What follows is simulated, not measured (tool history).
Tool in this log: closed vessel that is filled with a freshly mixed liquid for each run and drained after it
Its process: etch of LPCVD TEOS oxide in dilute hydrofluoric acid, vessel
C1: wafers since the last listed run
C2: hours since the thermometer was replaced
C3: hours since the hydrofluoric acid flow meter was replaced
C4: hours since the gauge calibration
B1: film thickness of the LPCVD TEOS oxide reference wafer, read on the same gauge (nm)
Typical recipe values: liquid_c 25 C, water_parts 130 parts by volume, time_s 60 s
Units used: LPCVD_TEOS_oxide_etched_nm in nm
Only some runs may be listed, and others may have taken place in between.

Run 1, hour 0: usual settings; C1 0; C2 1614.9; C3 1288.4; C4 87.4; B1 150. Result: LPCVD_TEOS_oxide_etched_nm 8.3 nm.
Run 2, hour 7.8: usual settings; C1 958; C2 1622.7; C3 1296.2; C4 95.2; B1 150.02. Result: LPCVD_TEOS_oxide_etched_nm 8.27 nm.
Run 3, hour 14.8: usual settings; C1 859; C2 1629.7; C3 1303.2; C4 102.2; B1 149.98. Result: LPCVD_TEOS_oxide_etched_nm 8.27 nm.
Run 4, hour 32.1: usual settings but water_parts 90 parts by volume; C1 2125; C2 1647; C3 1320.5; C4 119.5; B1 149.99. Result: LPCVD_TEOS_oxide_etched_nm 12.61 nm.
Run 5, hour 46.3: usual settings but water_parts 165 parts by volume, time_s 80 s; C1 1744; C2 1661.2; C3 1334.7; C4 133.7; B1 149.99. Result: LPCVD_TEOS_oxide_etched_nm 8.26 nm.
Run 6, hour 58.5: usual settings; C1 1498; C2 1673.4; C3 1346.9; C4 145.9; B1 149.99. Result: LPCVD_TEOS_oxide_etched_nm 8.27 nm.
Run 7, hour 66.4: usual settings; C1 970; C2 1681.3; C3 1354.8; C4 153.8; B1 150.02. Result: LPCVD_TEOS_oxide_etched_nm 8.23 nm.
Run 8, hour 82.9: usual settings but water_parts 160 parts by volume; C1 2027; C2 1697.8; C3 1371.3; C4 170.3; B1 149.99. Result: LPCVD_TEOS_oxide_etched_nm 6.41 nm.
Run 9, hour 92.9: usual settings but water_parts 160 parts by volume; C1 1228; C2 1707.8; C3 1381.3; C4 180.3; B1 149.98. Result: LPCVD_TEOS_oxide_etched_nm 6.44 nm.
At hour 103: hydrofluoric acid flow meter replaced.
Run 10, hour 103.5: usual settings; C1 1179; C2 1718.4; C3 0.5; C4 190.9; B1 149.99. Result: LPCVD_TEOS_oxide_etched_nm 9.55 nm.
Run 11, hour 116.7: usual settings but liquid_c 23.5 C, water_parts 145 parts by volume; C1 1621; C2 1731.6; C3 13.7; C4 204.1; B1 150.02. Result: LPCVD_TEOS_oxide_etched_nm 7.93 nm.
At hour 131.7: thermometer replaced.
Run 12, hour 132.2: usual settings but liquid_c 22.5 C, time_s 40 s; C1 1781; C2 0.5; C3 29.2; C4 219.6; B1 149.98. Result: LPCVD_TEOS_oxide_etched_nm 5.28 nm.

Expected results for the next run?
At hour 137.7: gauge calibrated.
Run 13, hour 138.1: usual settings but water_parts 100 parts by volume, time_s 70 s; C1 724; C2 6.4; C3 35.1; C4 0.4; B1 ?. Result: LPCVD_TEOS_oxide_etched_nm ?.

{"run 13": {"B1": 150.02, "LPCVD_TEOS_oxide_etched_nm": 13.69}}
Minus the tool's unlogged condition, the same run would have read LPCVD_TEOS_oxide_etched_nm 13.6 nm.
